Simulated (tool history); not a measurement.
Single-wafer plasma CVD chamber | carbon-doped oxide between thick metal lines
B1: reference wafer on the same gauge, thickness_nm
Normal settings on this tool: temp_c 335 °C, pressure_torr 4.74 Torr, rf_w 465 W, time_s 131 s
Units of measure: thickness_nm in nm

{"run": 1, "hour": 0.0, "temp_c": 335, "pressure_torr": 4.74, "rf_w": 465, "time_s": 131, "B1": 562.602, "thickness_nm": 609.566}
{"run": 2, "hour": 16.0, "temp_c": 335, "pressure_torr": 4.74, "rf_w": 465, "time_s": 131, "B1": 562.34, "thickness_nm": 609.4}
{"run": 3, "hour": 30.0, "temp_c": 335, "pressure_torr": 4.74, "rf_w": 465, "time_s": 131, "B1": 562.983, "thickness_nm": 607.517}
{"run": 4, "hour": 44.5, "temp_c": 335, "pressure_torr": 4.39, "rf_w": 465, "time_s": 131, "B1": 562.74, "thickness_nm": 601.087}
{"run": 5, "hour": 58.9, "temp_c": 335, "pressure_torr": 4.39, "rf_w": 465, "time_s": 131, "B1": 563.565, "thickness_nm": 602.893}
{"run": 6, "hour": 66.9, "temp_c": 335, "pressure_torr": 4.1, "rf_w": 465, "time_s": 131, "B1": 563.335, "thickness_nm": 593.097}
{"run": 7, "hour": 82.1, "temp_c": 335, "pressure_torr": 4.1, "rf_w": 465, "time_s": 131, "B1": 562.996, "thickness_nm": 592.864}
{"run": 8, "hour": 96.3, "temp_c": 335, "pressure_torr": 4.1, "rf_w": 465, "time_s": 131, "B1": 563.333, "thickness_nm": 593.219}
{"run": 9, "hour": 120.7, "temp_c": 335, "pressure_torr": 4.74, "rf_w": 385, "time_s": 131, "B1": 563.303, "thickness_nm": 579.734}
{"run": 10, "hour": 125.0, "temp_c": 335, "pressure_torr": 5.06, "rf_w": 465, "time_s": 156, "B1": 562.994, "thickness_nm": 765.495}
{"run": 11, "hour": 135.5, "temp_c": 335, "pressure_torr": 4.74, "rf_w": 465, "time_s": 131, "B1": 562.817, "thickness_nm": 632.857}
{"run": 12, "hour": 175.4, "temp_c": 343, "pressure_torr": 4.74, "rf_w": 465, "time_s": 117, "B1": 563.192, "thickness_nm": 551.042}
{"run": 13, "hour": 186.3, "temp_c": 341, "pressure_torr": 3.81, "rf_w": 390, "time_s": 119, "B1": 563.002, "thickness_nm": 501.162}
{"run": 14, "hour": 200.7, "temp_c": 335, "pressure_torr": 4.74, "rf_w": 465, "time_s": 131, "B1": 563.646, "thickness_nm": 635.264}
{"run": 15, "hour": 212.9, "temp_c": 322, "pressure_torr": 4.74, "rf_w": 530, "time_s": 106, "B1": 562.873, "thickness_nm": 568.526}
{"run": 16, "hour": 227.9, "temp_c": 340, "pressure_torr": 5.17, "rf_w": 550, "time_s": 151, "B1": 562.931, "thickness_nm": 783.875}
{"run": 17, "hour": 243.9, "temp_c": 335, "pressure_torr": 4.74, "rf_w": 465, "time_s": 131, "B1": 562.528, "thickness_nm": 632.598}
{"run": 18, "hour": 257.8, "temp_c": 339, "pressure_torr": 3.8, "rf_w": 545, "time_s": 112, "B1": 562.778, "thickness_nm": 552.098}
{"run": 19, "hour": 269.9, "temp_c": 335, "pressure_torr": 4.74, "rf_w": 430, "time_s": 131, "B1": 562.944, "thickness_nm": 609.247}
{"run": 20, "hour": 286.9, "temp_c": 331, "pressure_torr": 5.32, "rf_w": 540, "time_s": 141, "B1": 563.484, "thickness_nm": 751.093}
{"run": 21, "hour": 300.5, "temp_c": 335, "pressure_torr": 4.74, "rf_w": 490, "time_s": 108, "B1": 562.902, "thickness_nm": 533.978}
{"run": 22, "hour": 308.0, "temp_c": 335, "pressure_torr": 4.74, "rf_w": 465, "time_s": 131, "B1": 563.272, "thickness_nm": 633.438}
{"run": 23, "hour": 323.2, "temp_c": 335, "pressure_torr": 3.72, "rf_w": 465, "time_s": 131, "B1": 562.782, "thickness_nm": 606.456}
{"run": 24, "hour": 330.9, "temp_c": 330, "pressure_torr": 5.45, "rf_w": 550, "time_s": 131, "B1": 562.877, "thickness_nm": 710.052}
{"run": 25, "hour": 346.7, "temp_c": 335, "pressure_torr": 4.74, "rf_w": 465, "time_s": 131, "B1": 563.17, "thickness_nm": 633.779}
{"run": 26, "hour": 357.8, "temp_c": 335, "pressure_torr": 4.74, "rf_w": 465, "time_s": 131, "B1": 563.217, "thickness_nm": 635.277}
{"run": 27, "hour": 366.6, "temp_c": 345, "pressure_torr": 4.74, "rf_w": 540, "time_s": 107, "B1": 563.039, "thickness_nm": 534.124}

Removed from this log: 5 entries logged between the listed runs. Between which two listed runs does each belong, and how does the tool's hidden state at the listed run before it compare with that at the listed run after it?
Runs 8 to 9: RF generator calibrated (hour 120.2)
  delivered RF power above the setpoint (%): -9.02 -> -0.512
  measured result minus the result with no hidden state, thickness_nm: -26.804 -> -1.488 nm
Runs 11 to 12: capacitance manometer re-zeroed and calibrated (hour 147.8)
  delivered RF power above the setpoint (%): -0.513 -> -0.519
  measured result minus the result with no hidden state, thickness_nm: -1.4 -> -1.233 nm
Runs 12 to 13: thermocouple changed; heater temperature recalibrated (hour 185.8)
  delivered RF power above the setpoint (%): -0.519 -> -0.522
  measured result minus the result with no hidden state, thickness_nm: -1.233 -> -1.309 nm
Runs 16 to 17: showerhead replaced (hour 240.7)
  delivered RF power above the setpoint (%): -0.537 -> -0.545
  measured result minus the result with no hidden state, thickness_nm: -1.779 -> -1.489 nm
Runs 18 to 19: gauge calibrated (hour 264.4)
  delivered RF power above the setpoint (%): -0.553 -> -0.561
  measured result minus the result with no hidden state, thickness_nm: -1.29 -> -1.711 nm

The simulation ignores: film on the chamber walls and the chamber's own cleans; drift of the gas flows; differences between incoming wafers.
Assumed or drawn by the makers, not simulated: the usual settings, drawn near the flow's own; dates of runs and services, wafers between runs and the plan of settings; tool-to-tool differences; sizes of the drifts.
